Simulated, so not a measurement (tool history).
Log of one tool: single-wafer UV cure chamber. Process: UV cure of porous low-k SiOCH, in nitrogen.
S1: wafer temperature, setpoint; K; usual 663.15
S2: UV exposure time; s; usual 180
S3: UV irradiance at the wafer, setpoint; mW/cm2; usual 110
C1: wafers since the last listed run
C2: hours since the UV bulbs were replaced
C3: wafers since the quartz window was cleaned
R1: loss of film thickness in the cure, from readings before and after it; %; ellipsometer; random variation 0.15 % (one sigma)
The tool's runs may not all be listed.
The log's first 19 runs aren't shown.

{"run": 20, "hour": 607.8, "S1": 663.15, "S2": 180, "S3": 110, "C1": 199, "C2": 1803.2, "C3": 1570, "R1": 8.017}
{"hour": 629.2, "done": "quartz window cleaned"}
{"run": 21, "hour": 629.7, "S1": 663.15, "S2": 180, "S3": 110, "C1": 95, "C2": 1825.1, "C3": 3, "R1": 8.711}
{"run": 22, "hour": 661.6, "S1": 663.15, "S2": 180, "S3": 120, "C1": 219, "C2": 1857, "C3": 222, "R1": 9.183}
{"run": 23, "hour": 685.0, "S1": 651.15, "S2": 180, "S3": 110, "C1": 160, "C2": 1880.4, "C3": 383, "R1": 8.414}
{"run": 24, "hour": 700.0, "S1": 652.15, "S2": 275, "S3": 110, "C1": 103, "C2": 1895.4, "C3": 486, "R1": 9.982}
{"run": 25, "hour": 715.8, "S1": 663.15, "S2": 180, "S3": 110, "C1": 108, "C2": 1911.2, "C3": 595, "R1": 8.495}
{"run": 26, "hour": 738.4, "S1": 648.15, "S2": 105, "S3": 79, "C1": 155, "C2": 1933.8, "C3": 750, "R1": 4.849}
{"run": 27, "hour": 799.5, "S1": 663.15, "S2": 180, "S3": 110, "C1": 419, "C2": 1994.9, "C3": 1170, "R1": 7.936}
{"run": 28, "hour": 819.2, "S1": 663.15, "S2": 180, "S3": 110, "C1": 135, "C2": 2014.6, "C3": 1305, "R1": 7.734}
{"run": 29, "hour": 845.3, "S1": 650.15, "S2": 135, "S3": 148, "C1": 179, "C2": 2040.7, "C3": 1485, "R1": 7.467}
{"run": 30, "hour": 869.8, "S1": 654.15, "S2": 180, "S3": 110, "C1": 168, "C2": 2065.2, "C3": 1653, "R1": 7.558}
{"run": 31, "hour": 902.3, "S1": 663.15, "S2": 180, "S3": 110, "C1": 223, "C2": 2097.7, "C3": 1876, "R1": 7.546}
{"hour": 921.5, "done": "quartz window cleaned"}
{"run": 32, "hour": 922.0, "S1": 649.15, "S2": 180, "S3": 99, "C1": 80, "C2": 2117.4, "C3": 3, "R1": 7.765}
{"run": 33, "hour": 936.9, "S1": 663.15, "S2": 180, "S3": 110, "C1": 102, "C2": 2132.3, "C3": 105, "R1": 8.215}
{"run": 34, "hour": 956.0, "S1": 654.15, "S2": 115, "S3": 80, "C1": 131, "C2": 2151.4, "C3": 237, "R1": 5.245}
{"run": 35, "hour": 978.8, "S1": 663.15, "S2": 180, "S3": 110, "C1": 156, "C2": 2174.2, "C3": 393, "R1": 7.979}
{"hour": 990.4, "done": "UV bulbs replaced"}
{"run": 36, "hour": 1013.0, "S1": 648.15, "S2": 180, "S3": 110, "C1": 180, "C2": 22.6, "C3": 573, "R1": 9.135}
{"run": 37, "hour": 1047.6, "S1": 678.15, "S2": 125, "S3": 126, "C1": 237, "C2": 57.2, "C3": 811, "R1": 8.791}
{"run": 38, "hour": 1072.1, "S1": 663.15, "S2": 180, "S3": 110, "C1": 168, "C2": 81.7, "C3": 980, "R1": 9.3}
{"run": 39, "hour": 1094.2, "S1": 655.15, "S2": 285, "S3": 91, "C1": 151, "C2": 103.8, "C3": 1131, "R1": 9.854}
{"run": 40, "hour": 1121.9, "S1": 658.15, "S2": 245, "S3": 71, "C1": 190, "C2": 131.5, "C3": 1322, "R1": 8.462}
{"run": 41, "hour": 1148.8, "S1": 663.15, "S2": 95, "S3": 110, "C1": 184, "C2": 158.4, "C3": 1507, "R1": 6.511}
{"run": 42, "hour": 1173.1, "S1": 648.15, "S2": 105, "S3": 79, "C1": 166, "C2": 182.7, "C3": 1674, "R1": 5.337}
{"hour": 1183.0, "done": "quartz window cleaned"}
{"run": 43, "hour": 1197.9, "S1": 651.15, "S2": 100, "S3": 87, "C1": 115, "C2": 207.5, "C3": 102, "R1": 6.25}
{"run": 44, "hour": 1223.4, "S1": 669.15, "S2": 130, "S3": 110, "C1": 175, "C2": 233, "C3": 277, "R1": 8.37}

Run 45 comes next. What will it give?
{"run": 45, "hour": 1256.8, "S1": 663.15, "S2": 85, "S3": 110, "C1": 229, "C2": 266.4, "C3": 506, "R1": "?"}

Run 45 gave R1 6.519 %.
Without the tool's hidden state the same run would have given R1 6.82 %.
